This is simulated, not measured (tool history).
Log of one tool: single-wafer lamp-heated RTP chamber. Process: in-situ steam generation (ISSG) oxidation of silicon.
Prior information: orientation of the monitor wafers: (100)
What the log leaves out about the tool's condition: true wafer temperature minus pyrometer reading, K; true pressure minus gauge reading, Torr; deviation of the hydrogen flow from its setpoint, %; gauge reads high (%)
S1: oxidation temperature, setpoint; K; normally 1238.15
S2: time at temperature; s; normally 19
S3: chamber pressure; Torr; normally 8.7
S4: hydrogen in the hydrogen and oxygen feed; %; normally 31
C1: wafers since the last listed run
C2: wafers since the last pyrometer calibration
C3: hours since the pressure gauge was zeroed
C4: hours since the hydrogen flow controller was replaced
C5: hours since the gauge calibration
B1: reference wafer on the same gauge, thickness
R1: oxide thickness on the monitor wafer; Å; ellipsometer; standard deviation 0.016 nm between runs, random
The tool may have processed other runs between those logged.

run    hour       S1  S2    S3  S4   C1    C2      C3      C4      C5     B1     R1
  1     0.0  1238.15  19   8.7  31    0  1810  3098.0    73.8  1683.1  6.077  51.84
  2    46.1  1238.15  19   8.7  31  375  2185  3144.1   119.9  1729.2  6.074  51.48
  3    99.0  1238.15  19   9.7  31  430  2616  3197.0   172.8  1782.1  6.077  50.62
  4   140.5  1238.15  19   9.7  31  337  2954  3238.5   214.3  1823.6  6.069  50.50
  5   186.6  1238.15  19   8.7  32  375  3329  3284.6   260.4  1869.7  6.070  51.84
  6   220.7  1238.15  19   8.7  32  277  3607  3318.7   294.5  1903.8  6.071  51.72
  7   258.8  1238.15  19   8.7  32  310  3917  3356.8   332.6  1941.9  6.076  51.88
  8   298.7  1238.15  19   8.7  31  324  4242  3396.7   372.5  1981.8  6.072  51.52
      314.5  -- pyrometer window cleaned and pyrometer calibrated
  9   410.8  1238.15  19   8.7  31  847   783  3508.8   484.6  2093.9  6.069  51.46
 10   480.9  1258.15  19   8.7  32  570  1354  3578.9   554.7  2164.0  6.072  55.68
      545.4  -- pressure gauge zeroed
 11   548.3  1228.15  19   8.7  22  483  1838     2.9   622.1  2231.4  6.067  46.02
 12   585.7  1252.15  12   8.1  22  304  2142    40.3   659.5  2268.8  6.065  41.45
 13   653.1  1238.15  19   8.7  31  548  2691   107.7   726.9  2336.2  6.066  51.13
 14   686.0  1248.15  24   8.2  32  267  2959   140.6   759.8  2369.1  6.065  59.31
 15   749.5  1238.15  23  10.1  31  517  3476   204.1   823.3  2432.6  6.068  54.26
 16   790.3  1238.15  22   9.7  23  332  3808   244.9   864.1  2473.4  6.068  50.19
 17   847.4  1238.15  12   8.7  32  464  4273   302.0   921.2  2530.5  6.062  43.27
 18   884.3  1246.15  23   9.7  23  300  4573   338.9   958.1  2567.4  6.066  52.66
      885.8  -- gauge calibrated
      934.0  -- pyrometer window cleaned and pyrometer calibrated
 19   934.5  1238.15  19   8.7  31  343     4   389.1  1008.3    48.7  6.199  52.59
 20   994.8  1224.15  19   8.7  31  490   495   449.4  1068.6   109.0  6.188  50.10
 21  1027.1  1238.15  21   9.6  31  262   758   481.7  1100.9   141.3  6.178  53.77
 22  1068.7  1238.15  19   8.7  31  338  1096   523.3  1142.5   182.9  6.178  52.40
 23  1137.6  1238.15  19   8.7  31  560  1657   592.2  1211.4   251.8  6.168  52.46
 24  1193.8  1238.15  14  10.1  32  457  2115   648.4  1267.6   308.0  6.160  45.18
 25  1250.4  1218.15  19   8.7  32  460  2576   705.0  1324.2   364.6  6.148  49.75
 26  1278.7  1238.15  19   9.4  32  230  2806   733.3  1352.5   392.9  6.149  51.89
 27  1303.7  1254.15  15   9.8  32  203  3010   758.3  1377.5   417.9  6.150  49.10
 28  1360.4  1238.15  21   9.6  31  461  3471   815.0  1434.2   474.6  6.138  53.20
 29  1412.0  1226.15  26   7.7  26  420  3892   866.6  1485.8   526.2  6.133  54.74
     1438.8  -- pyrometer window cleaned and pyrometer calibrated
 30  1452.2  1256.15  19   8.2  31  262   109   906.8  1526.0   566.4  6.129  55.65

The logged runs with the hidden state left out (each run's random variation unchanged):
run     R1
  1  52.97
  2  52.62
  3  51.75
  4  51.63
  5  53.01
  6  52.89
  7  53.06
  8  52.70
  9  52.65
 10  56.97
 11  47.09
 12  42.42
 13  52.33
 14  60.71
 15  55.54
 16  51.38
 17  44.30
 18  53.91
 19  52.69
 20  50.28
 21  54.00
 22  52.68
 23  52.83
 24  45.54
 25  50.21
 26  52.40
 27  49.60
 28  53.80
 29  55.40
 30  56.36
